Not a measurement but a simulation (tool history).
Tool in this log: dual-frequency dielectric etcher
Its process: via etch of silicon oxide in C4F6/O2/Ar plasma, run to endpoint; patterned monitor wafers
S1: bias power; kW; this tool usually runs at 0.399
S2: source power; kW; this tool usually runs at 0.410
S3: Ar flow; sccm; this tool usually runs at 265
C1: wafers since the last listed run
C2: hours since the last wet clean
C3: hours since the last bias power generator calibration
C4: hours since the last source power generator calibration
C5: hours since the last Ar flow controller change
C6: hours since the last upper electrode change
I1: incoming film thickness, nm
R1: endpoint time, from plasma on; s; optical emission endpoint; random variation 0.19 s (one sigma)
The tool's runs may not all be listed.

Run 1, day 0.000: usual settings but S3 298 sccm; C1 0; C2 29.9; C3 2843.4; C4 3365.4; C5 5909.3; C6 1900.4; I1 177.6. Result: R1 41.3 s.
Run 2, day 1.429: usual settings but S3 298 sccm; C1 421; C2 64.2; C3 2877.7; C4 3399.7; C5 5943.6; C6 1934.7; I1 176.5. Result: R1 41.0 s.
Run 3, day 2.858: usual settings; C1 421; C2 98.5; C3 2912.0; C4 3434.0; C5 5977.9; C6 1969.0; I1 176.4. Result: R1 40.6 s.
Run 4, day 4.575: usual settings but S1 0.371 kW; C1 506; C2 139.7; C3 2953.2; C4 3475.2; C5 6019.1; C6 2010.2; I1 179.0. Result: R1 42.8 s.
At day 8.867: wet clean of the chamber, repeated, since the last time left the tool worse.
Run 5, day 10.112: usual settings but S1 0.321 kW; C1 1338; C2 29.9; C3 3086.1; C4 3608.1; C5 6152.0; C6 2143.1; I1 176.0. Result: R1 49.1 s.
Run 6, day 11.479: usual settings but S1 0.321 kW; C1 403; C2 62.7; C3 3118.9; C4 3640.9; C5 6184.8; C6 2175.9; I1 176.5. Result: R1 48.8 s.
Run 7, day 17.038: usual settings but S2 0.430 kW; C1 1639; C2 196.1; C3 3252.3; C4 3774.3; C5 6318.2; C6 2309.3; I1 177.9. Result: R1 42.2 s.
Run 8, day 19.783: usual settings; C1 809; C2 262.0; C3 3318.2; C4 3840.2; C5 6384.1; C6 2375.2; I1 177.1. Result: R1 42.8 s.
Run 9, day 22.608: usual settings; C1 833; C2 329.8; C3 3386.0; C4 3908.0; C5 6451.9; C6 2443.0; I1 177.6. Result: R1 42.7 s.
At day 24.171: Ar flow controller replaced.
At day 24.271: source power generator calibrated.
Run 10, day 24.883: usual settings; C1 567; C2 384.4; C3 3440.6; C4 14.7; C5 17.1; C6 2497.6; I1 177.9. Result: R1 42.5 s.
Run 11, day 26.658: usual settings; C1 523; C2 427.0; C3 3483.2; C4 57.3; C5 59.7; C6 2540.2; I1 178.3. Result: R1 42.5 s.
Run 12, day 28.858: usual settings; C1 648; C2 479.8; C3 3536.0; C4 110.1; C5 112.5; C6 2593.0; I1 175.9. Result: R1 41.8 s.
Run 13, day 30.454: usual settings but S2 0.360 kW; C1 470; C2 518.1; C3 3574.3; C4 148.4; C5 150.8; C6 2631.3; I1 176.8. Result: R1 43.9 s.
At day 33.421: upper electrode replaced.
At day 33.692: wet clean of the chamber.
Run 14, day 33.712: usual settings; C1 586; C2 0.5; C3 3652.5; C4 226.6; C5 229.0; C6 7.0; I1 176.3. Result: R1 43.4 s.
Run 15, day 35.479: usual settings but S1 0.458 kW, S2 0.330 kW; C1 521; C2 42.9; C3 3694.9; C4 269.0; C5 271.4; C6 49.4; I1 177.0. Result: R1 43.1 s.
Run 16, day 42.088: usual settings; C1 1949; C2 201.5; C3 3853.5; C4 427.6; C5 430.0; C6 208.0; I1 177.9. Result: R1 43.0 s.
At day 42.375: bias power generator calibrated.
Run 17, day 44.958: usual settings but S2 0.500 kW; C1 797; C2 270.4; C3 62.0; C4 496.5; C5 498.9; C6 276.9; I1 178.4. Result: R1 39.7 s.
Run 18, day 46.050: usual settings but S1 0.309 kW, S2 0.470 kW; C1 322; C2 296.6; C3 88.2; C4 522.7; C5 525.1; C6 303.1; I1 174.4. Result: R1 46.5 s.
Run 19, day 48.854: usual settings but S1 0.448 kW, S2 0.470 kW, S3 326 sccm; C1 827; C2 363.9; C3 155.5; C4 590.0; C5 592.4; C6 370.4; I1 175.0. Result: R1 38.5 s.
Run 20, day 51.425: usual settings but S1 0.433 kW; C1 758; C2 425.6; C3 217.2; C4 651.7; C5 654.1; C6 432.1; I1 176.3. Result: R1 40.1 s.
Run 21, day 53.683: usual settings but S1 0.356 kW; C1 666; C2 479.8; C3 271.4; C4 705.9; C5 708.3; C6 486.3; I1 176.5. Result: R1 44.8 s.
Run 22, day 55.967: usual settings but S1 0.484 kW, S2 0.370 kW, S3 307 sccm; C1 673; C2 534.6; C3 326.2; C4 760.7; C5 763.1; C6 541.1; I1 176.2. Result: R1 39.9 s.
Run 23, day 57.412: usual settings but S1 0.458 kW, S2 0.330 kW; C1 426; C2 569.3; C3 360.9; C4 795.4; C5 797.8; C6 575.8; I1 176.5. Result: R1 41.7 s.
At day 58.454: wet clean of the chamber.
Run 24, day 59.442: usual settings but S1 0.373 kW; C1 303; C2 23.7; C3 409.6; C4 844.1; C5 846.5; C6 624.5; I1 177.5. Result: R1 45.2 s.
Run 25, day 61.462: usual settings but S1 0.373 kW, S2 0.370 kW, S3 299 sccm; C1 596; C2 72.2; C3 458.1; C4 892.6; C5 895.0; C6 673.0; I1 177.1. Result: R1 47.4 s.
Run 26, day 62.933: usual settings but S1 0.464 kW; C1 433; C2 107.5; C3 493.4; C4 927.9; C5 930.3; C6 708.3; I1 179.0. Result: R1 39.6 s.
Run 27, day 65.354: usual settings; C1 714; C2 165.6; C3 551.5; C4 986.0; C5 988.4; C6 766.4; I1 176.9. Result: R1 42.6 s.
Run 28, day 66.362: usual settings but S1 0.467 kW; C1 297; C2 189.8; C3 575.7; C4 1010.2; C5 1012.6; C6 790.6; I1 174.9. Result: R1 38.4 s.

Exercise: give the hidden state of the tool at every run:
bias power that arrives over what is set, %: 0, the same for each run
source power that arrives over what is set, %: 0, the same for each run
Ar flow that arrives over what is set, %: 0, the same for each run
H1: etch rate over this chamber's usual, %
run        H1
  1      5.84
  2      6.01
  3      6.19
  4      6.39
  5    -0.169
  6  -0.00458
  7     0.664
  8     0.994
  9      1.33
 10      1.61
 11      1.82
 12      2.09
 13      2.28
 14    -0.155
 15    0.0571
 16     0.852
 17       1.2
 18      1.33
 19      1.67
 20      1.98
 21      2.25
 22      2.52
 23       2.7
 24     0.114
 25     0.357
 26     0.534
 27     0.825
 28     0.947
